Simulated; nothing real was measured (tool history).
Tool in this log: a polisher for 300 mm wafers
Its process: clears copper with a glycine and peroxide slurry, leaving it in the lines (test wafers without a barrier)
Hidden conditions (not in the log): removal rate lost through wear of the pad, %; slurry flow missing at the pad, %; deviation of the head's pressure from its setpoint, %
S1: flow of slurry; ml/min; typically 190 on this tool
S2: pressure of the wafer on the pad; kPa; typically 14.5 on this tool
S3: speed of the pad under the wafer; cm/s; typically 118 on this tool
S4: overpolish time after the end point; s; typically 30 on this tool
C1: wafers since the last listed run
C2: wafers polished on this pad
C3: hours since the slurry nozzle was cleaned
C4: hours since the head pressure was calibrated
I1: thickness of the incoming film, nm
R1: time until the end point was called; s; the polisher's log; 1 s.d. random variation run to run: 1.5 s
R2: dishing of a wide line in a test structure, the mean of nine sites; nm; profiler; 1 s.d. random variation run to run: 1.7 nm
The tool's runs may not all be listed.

run    hour   S1    S2   S3  S4    C1    C2     C3     C4     I1     R1     R2
  1     0.0  190  14.5  118  30     0   358  260.6  876.2  443.9   80.3   94.6
       50.5  -- head pressure recalibrated
  2    66.1  190  14.5  118  30   322   681  326.7   15.6  450.7   75.5  103.3
  3   127.1  190  14.5  118  30   306   988  387.7   76.6  453.4   78.4   99.1
  4   222.6  190  14.5  118  30   480  1469  483.2  172.1  442.2   76.1   97.5
  5   291.9  190  14.5  118  30   348  1817  552.5  241.4  455.7   83.7   95.3
  6   351.7  190  14.5  118  30   300  2118  612.3  301.2  447.2   76.8   97.5
  7   395.0  190  14.5  118  30   217  2336  655.6  344.5  451.1   81.1  100.2
  8   446.3  190  14.5  118  30   258  2594  706.9  395.8  455.3   80.5   95.3
      468.2  -- worn pad replaced by a new one
  9   483.5  190  14.5  118  30   167    77  744.1  433.0  448.8   82.4   96.9
      503.9  -- slurry nozzle cleaned
 10   572.1  190  14.5  118  30   440   518   68.2  521.6  453.8   83.3   98.0
 11   619.8  190  14.5  118  30   240   758  115.9  569.3  452.2   82.0   96.3
 12   691.8  210  14.5   86  35   362  1120  187.9  641.3  447.8  105.9   90.7
 13   770.1  230  11.7   94  30   394  1514  266.2  719.6  457.2  107.3   79.2
 14   875.6  165  12.4   94  23   530  2045  371.7  825.1  448.5  109.8   62.0
      943.2  -- head pressure recalibrated
 15   950.3  220   9.7  118  30   365  2411  446.4    7.1  452.9   96.6   85.2
 16  1055.6  190  14.5  118  21   529  2941  551.7  112.4  449.0   75.9   78.1
     1100.6  -- worn pad replaced by a new one
 17  1102.6  190  14.5  118  30   216    10  598.7  159.4  440.3   76.8  100.9
 18  1208.8  175  14.5  154  30   534   544  704.9  265.6  455.3   66.1  112.4
 19  1253.0  210  14.5  160  30   222   766  749.1  309.8  451.8   61.7  113.7
 20  1360.4  215  14.5  118  30   540  1307  856.5  417.2  450.9   79.4   98.5
     1400.4  -- slurry nozzle cleaned
 21  1411.8  160  13.1  118  17   253  1561   11.4  468.6  443.6   90.8   59.8
 22  1460.4  190   9.7   80  43   244  1805   60.0  517.2  446.6  128.6   86.4
 23  1512.8  220  14.5  118  25   263  2069  112.4  569.6  446.3   75.6   87.1
 24  1561.7  190  11.7  118  30   246  2315  161.3  618.5  449.9   90.1   86.9
 25  1633.1  190  14.5  118  30   359  2674  232.7  689.9  447.9   79.0   97.0
 26  1669.3  190  14.5  118  30   182  2856  268.9  726.1  458.2   84.3   98.1
     1690.4  -- worn pad replaced by a new one
     1756.3  -- head pressure recalibrated
 27  1930.3  125  14.5  118  13  1283  1197  529.9  174.0  456.8   87.0   45.8
 28  1993.4  190  14.5  144  24   317  1514  593.0  237.1  451.8   66.3   93.9
 29  2076.4  190  14.5  118  30   417  1932  676.0  320.1  450.9   79.7   93.4
 30  2117.4  190  11.0   94  46   206  2138  717.0  361.1  453.0  109.7  101.2
 31  2164.0  220  17.2   90  42   234  2373  763.6  407.7  453.8   92.1  115.5
     2194.0  -- slurry nozzle cleaned
 32  2244.9  165  14.5  118  13   402  2775   50.9  488.6  457.1   84.8   47.7
     2289.4  -- worn pad replaced by a new one
 33  2289.7  230  14.5   86  30   205     1   95.7  533.4  454.0  101.0   82.5
 34  2327.3  190  10.3  118  30   189   190  133.3  571.0  447.7   98.0   81.4

Consider 4 possible next runs. They are alternatives, not a sequence: every one starts from the tool as it was left by run 34. What does each give?
  A  2327.8  170  14.5  118  30   2  193  133.8  571.5  451.0   ?   ?
  B  2327.8  190  14.5  102  37   2  193  133.8  571.5  451.0   ?   ?
  C  2327.8  230  12.4  118  30   2  193  133.8  571.5  451.0   ?   ?
  D  2327.8  130  18.6  118  39   2  193  133.8  571.5  451.0   ?   ?

run    R1     R2
  A  82.5   93.3
  B  90.7  101.9
  C  86.3   89.4
  D  74.3  121.4
With the hidden condition removed and each run's random variation left untouched, the same runs would have given:
run    R1     R2
  A  76.0   99.8
  B  83.8  108.6
  C  79.7   95.5
  D  68.2  129.5
